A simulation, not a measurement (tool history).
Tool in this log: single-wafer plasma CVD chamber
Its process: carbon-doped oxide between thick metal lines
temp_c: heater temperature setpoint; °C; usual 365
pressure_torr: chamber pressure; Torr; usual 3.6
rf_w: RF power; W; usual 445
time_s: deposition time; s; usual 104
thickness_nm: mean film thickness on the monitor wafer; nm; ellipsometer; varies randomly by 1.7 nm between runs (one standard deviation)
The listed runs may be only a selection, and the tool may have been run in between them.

| run | hour | temp_c | pressure_torr | rf_w | time_s | read-back reference wafer on the same gauge, thickness_nm | thickness_nm |
|---|---|---|---|---|---|---|---|
| 1 | 0 | 365 | 3.6 | 500 | 104 | 406.991 | 511.318 |
| 2 | 11 | 365 | 3.6 | 500 | 104 | 406.816 | 515.895 |
| 3 | 23.8 | 365 | 3.6 | 445 | 104 | 407.143 | 473.806 |
| 4 | 41.7 | 365 | 3.6 | 445 | 104 | 406.905 | 473.182 |
|  | 60.5 | capacitance manometer re-zeroed and calibrated |
| 5 | 61 | 365 | 3.6 | 445 | 104 | 406.745 | 472.448 |
| 6 | 68.7 | 353 | 2.9 | 445 | 104 | 406.727 | 477.404 |
| 7 | 83.9 | 379 | 3.32 | 445 | 120 | 406.822 | 527.86 |
|  | 84 | gauge calibrated |
| 8 | 91.5 | 372 | 2.7 | 375 | 111 | 407.079 | 433.538 |
| 9 | 107.8 | 365 | 3.6 | 445 | 104 | 407.174 | 473.721 |
| 10 | 119.8 | 365 | 3.6 | 445 | 104 | 407.234 | 472.808 |
|  | 131.4 | RF generator calibrated |
| 11 | 137.5 | 365 | 3.6 | 445 | 104 | 407.064 | 499.942 |
| 12 | 155.3 | 354 | 4.5 | 360 | 118 | 406.909 | 514.156 |
| 13 | 169.1 | 365 | 3.6 | 445 | 110 | 406.942 | 524.85 |
| 14 | 181 | 377 | 3.6 | 400 | 110 | 406.75 | 476.976 |
| 15 | 193.9 | 365 | 3.6 | 445 | 110 | 407.253 | 525.989 |
| 16 | 208.3 | 365 | 3.6 | 445 | 104 | 406.983 | 496.153 |
| 17 | 223.9 | 365 | 3.6 | 445 | 87 | 406.901 | 413.827 |
| 18 | 237.9 | 365 | 2.96 | 400 | 85 | 406.936 | 368.019 |
| 19 | 247.1 | 365 | 4.34 | 445 | 121 | 406.983 | 583.165 |
| 20 | 259.7 | 365 | 3.6 | 445 | 104 | 407.075 | 495.703 |
| 21 | 266.1 | 350 | 3.21 | 520 | 98 | 407.094 | 519.389 |
| 22 | 278.1 | 365 | 3.6 | 445 | 89 | 407.257 | 421.407 |
| 23 | 285.6 | 365 | 3.6 | 420 | 95 | 407.172 | 433.032 |
| 24 | 298.4 | 372 | 4.16 | 375 | 118 | 407.208 | 495.48 |
| 25 | 305.7 | 365 | 3.6 | 365 | 104 | 406.857 | 429.709 |
| 26 | 321.9 | 365 | 3.6 | 445 | 104 | 406.997 | 487.757 |
| 27 | 346.2 | 359 | 3.6 | 375 | 85 | 406.92 | 360.318 |
| 28 | 359.8 | 365 | 2.71 | 445 | 114 | 406.893 | 523.534 |

Each run again, without the hidden state but with its own random variation kept:
Hidden state present: wafer temperature above the value expected at the setpoint (K); delivered RF power above the setpoint (%); true pressure above the setpoint (%); gauge reads high (%).
| run | thickness_nm |
|---|---|
| 1 | 536.715 |
| 2 | 541.57 |
| 3 | 501.342 |
| 4 | 500.765 |
| 5 | 500.075 |
| 6 | 505.354 |
| 7 | 558.836 |
| 8 | 460.157 |
| 9 | 501.616 |
| 10 | 500.696 |
| 11 | 501.703 |
| 12 | 517.258 |
| 13 | 528.772 |
| 14 | 481.219 |
| 15 | 531.459 |
| 16 | 502.123 |
| 17 | 419.516 |
| 18 | 373.628 |
| 19 | 592.611 |
| 20 | 504.369 |
| 21 | 527.313 |
| 22 | 429.538 |
| 23 | 441.699 |
| 24 | 506.458 |
| 25 | 439.532 |
| 26 | 499.141 |
| 27 | 369.888 |
| 28 | 537.435 |
